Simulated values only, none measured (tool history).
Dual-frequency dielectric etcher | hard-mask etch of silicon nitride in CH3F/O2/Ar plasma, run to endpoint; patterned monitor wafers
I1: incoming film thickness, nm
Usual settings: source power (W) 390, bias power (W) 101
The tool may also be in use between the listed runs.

Run 1, hour 0.0: usual settings; I1 28.69. Result: endpoint time (s) 37.3.
Run 2, hour 65.7: usual settings; I1 28.83. Result: endpoint time (s) 37.3.
Run 3, hour 240.2: usual settings; I1 28.66. Result: endpoint time (s) 37.1.
Run 4, hour 306.9: usual settings; I1 28.64. Result: endpoint time (s) 36.8.
Run 5, hour 338.6: usual settings; I1 28.88. Result: endpoint time (s) 37.0.
Run 6, hour 368.3: usual settings; I1 28.63. Result: endpoint time (s) 36.5.
At hour 399.0: bias power generator calibrated.
Run 7, hour 399.5: usual settings but source power (W) 420; I1 28.95. Result: endpoint time (s) 36.2.
At hour 426.9: source power generator calibrated.
Run 8, hour 452.4: usual settings but source power (W) 340, bias power (W) 82; I1 28.68. Result: endpoint time (s) 39.9.
At hour 504.1: wet clean of the chamber.
Run 9, hour 505.1: usual settings but source power (W) 340, bias power (W) 82; I1 29.12. Result: endpoint time (s) 43.9.
Run 10, hour 537.5: usual settings but source power (W) 340, bias power (W) 82; I1 28.70. Result: endpoint time (s) 43.5.
At hour 633.8: upper electrode replaced.
At hour 667.4: wet clean of the chamber, repeated, since the last time left the tool worse.
Run 11, hour 674.4: usual settings but source power (W) 360, bias power (W) 112; I1 28.90. Result: endpoint time (s) 36.9.
Run 12, hour 704.2: usual settings but source power (W) 470; I1 28.80. Result: endpoint time (s) 36.2.
Run 13, hour 759.9: usual settings; I1 29.02. Result: endpoint time (s) 37.6.
Run 14, hour 784.4: usual settings; I1 28.94. Result: endpoint time (s) 37.3.
Run 15, hour 827.5: usual settings but source power (W) 300; I1 28.84. Result: endpoint time (s) 39.0.
Run 16, hour 970.6: usual settings but source power (W) 340, bias power (W) 115; I1 28.36. Result: endpoint time (s) 35.5.
Run 17, hour 1013.3: usual settings but bias power (W) 122; I1 29.02. Result: endpoint time (s) 34.7.
Run 18, hour 1042.6: usual settings but source power (W) 460, bias power (W) 114; I1 28.43. Result: endpoint time (s) 33.6.
Run 19, hour 1087.5: usual settings but source power (W) 360, bias power (W) 91; I1 28.52. Result: endpoint time (s) 38.0.
Run 20, hour 1125.2: usual settings but bias power (W) 123; I1 28.82. Result: endpoint time (s) 34.3.

The same runs without the tool's hidden state, with the same run-to-run variation:
The hidden state here: etch rate over this chamber's usual, %; source power that arrives over what is set, %; bias power that arrives over what is set, %.
run  endpoint time (s)
  1               37.3
  2               37.4
  3               37.5
  4               37.4
  5               37.7
  6               37.2
  7               37.0
  8               40.8
  9               41.4
 10               41.1
 11               36.9
 12               36.3
 13               37.8
 14               37.5
 15               39.3
 16               36.1
 17               35.4
 18               34.3
 19               38.9
 20               35.1
